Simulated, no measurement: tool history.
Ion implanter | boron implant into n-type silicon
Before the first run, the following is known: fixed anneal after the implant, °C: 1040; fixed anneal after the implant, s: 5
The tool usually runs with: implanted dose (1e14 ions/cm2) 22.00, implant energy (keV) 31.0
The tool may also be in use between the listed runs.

run,hour,implanted dose (1e14 ions/cm2),implant energy (keV),wafers since the last listed run,hours since the last dose calibration,hours since the extraction supply was calibrated,hours since the gauge calibration,"read-back reference wafer on the same gauge, sheet resistance",sheet resistance of the implanted and annealed layer (ohm/square)
1,0.0,22.00,31.0,0,1076.9,3733.0,422.1,58.82,60.57
# hour 6.3: gauge calibrated
2,17.2,22.00,31.0,282,1094.1,3750.2,10.9,58.83,60.65
3,24.5,22.00,31.0,119,1101.4,3757.5,18.2,58.89,60.48
4,30.6,22.00,31.0,100,1107.5,3763.6,24.3,58.87,60.38
5,41.5,26.20,35.5,178,1118.4,3774.5,35.2,58.81,52.57
6,47.7,22.00,31.0,101,1124.6,3780.7,41.4,58.89,60.40
7,65.1,22.00,31.0,285,1142.0,3798.1,58.8,58.82,60.36
8,81.2,22.00,31.0,264,1158.1,3814.2,74.9,58.78,60.48
9,87.9,22.00,31.0,109,1164.8,3820.9,81.6,58.84,60.63
10,98.0,22.00,25.5,165,1174.9,3831.0,91.7,58.79,62.88
11,116.0,22.00,31.0,295,1192.9,3849.0,109.7,58.88,60.45
12,129.4,22.00,31.0,219,1206.3,3862.4,123.1,58.78,60.32
13,144.2,22.00,31.0,242,1221.1,3877.2,137.9,58.83,60.33
14,154.0,22.00,31.0,160,1230.9,3887.0,147.7,58.82,60.44
15,195.7,22.00,31.0,684,1272.6,3928.7,189.4,58.83,61.01
16,209.1,22.00,31.0,219,1286.0,3942.1,202.8,58.84,60.59
17,220.9,22.00,31.0,193,1297.8,3953.9,214.6,58.76,60.57
18,227.6,25.74,24.5,109,1304.5,3960.6,221.3,58.80,58.61
19,239.6,26.04,24.5,196,1316.5,3972.6,233.3,58.83,58.15
# hour 256.2: extraction supply calibrated
20,256.7,16.88,21.5,149,1333.6,0.5,250.4,58.78,77.08
21,268.6,22.00,25.5,195,1345.5,12.4,262.3,58.80,63.10

Run 22 is up next; what results do you expect?
22,284.1,16.32,31.0,254,1361.0,27.9,277.8,?,?

For run 22 the tool returned read-back reference wafer on the same gauge, sheet resistance 58.76, sheet resistance of the implanted and annealed layer (ohm/square) 75.92.
With the hidden condition absent and the run-to-run variation left alone, this run would have shown sheet resistance of the implanted and annealed layer (ohm/square) 73.46.
